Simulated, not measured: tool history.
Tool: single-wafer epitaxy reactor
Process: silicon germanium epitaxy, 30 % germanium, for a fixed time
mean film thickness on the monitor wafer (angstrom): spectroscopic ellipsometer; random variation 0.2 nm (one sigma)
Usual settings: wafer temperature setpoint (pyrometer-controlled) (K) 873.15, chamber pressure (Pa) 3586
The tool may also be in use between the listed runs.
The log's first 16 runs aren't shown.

run	hour	wafer temperature setpoint (pyrometer-controlled) (K)	chamber pressure (Pa)	read-back reference wafer on the same gauge, thickness_nm	mean film thickness on the monitor wafer (angstrom)
17	829.9	873.15	2960	78.391	584.57
18	854.7	873.15	3586	78.383	668.25
19	905.1	885.15	3133	78.467	775.58
20	939.5	878.15	4280	78.380	823.31
21	997.1	873.15	3586	78.461	664.81
22	1030.4	873.15	3586	78.373	666.71
23	1087.2	877.15	2786	78.364	610.36
24	1151.0	888.15	3586	78.358	902.08
# hour 1225.0: pyrometer calibrated
25	1225.5	868.15	4040	78.382	642.85
# hour 1256.3: gauge calibrated
26	1301.8	882.15	3586	78.406	803.24
27	1328.1	882.15	3173	78.432	734.88
# hour 1356.5: showerhead replaced
28	1511.0	863.15	4280	78.399	601.40
29	1537.6	877.15	2786	78.343	609.46
30	1608.2	873.15	3586	78.400	662.44
31	1649.9	887.15	3920	78.399	934.37
32	1751.5	861.15	3586	78.387	519.63
33	1779.8	865.15	4093	78.384	609.72
34	1807.0	873.15	3586	78.345	664.87
35	1968.4	878.15	3586	78.418	740.24
36	2000.5	873.15	3586	78.450	665.46

3 ways to go on from here, each from the tool as it stands after run 36. What would each give?
A	2000.9	863.15	3586	?	?
B	2000.9	867.15	4253	?	?
C	2000.9	884.15	4093	?	?

run	read-back reference wafer on the same gauge, thickness_nm	mean film thickness on the monitor wafer (angstrom)
A	78.406	538.74
B	78.406	649.89
C	78.406	903.46
Without the tool's hidden state the same runs would have given:
run	mean film thickness on the monitor wafer (angstrom)
A	538.74
B	649.89
C	903.46

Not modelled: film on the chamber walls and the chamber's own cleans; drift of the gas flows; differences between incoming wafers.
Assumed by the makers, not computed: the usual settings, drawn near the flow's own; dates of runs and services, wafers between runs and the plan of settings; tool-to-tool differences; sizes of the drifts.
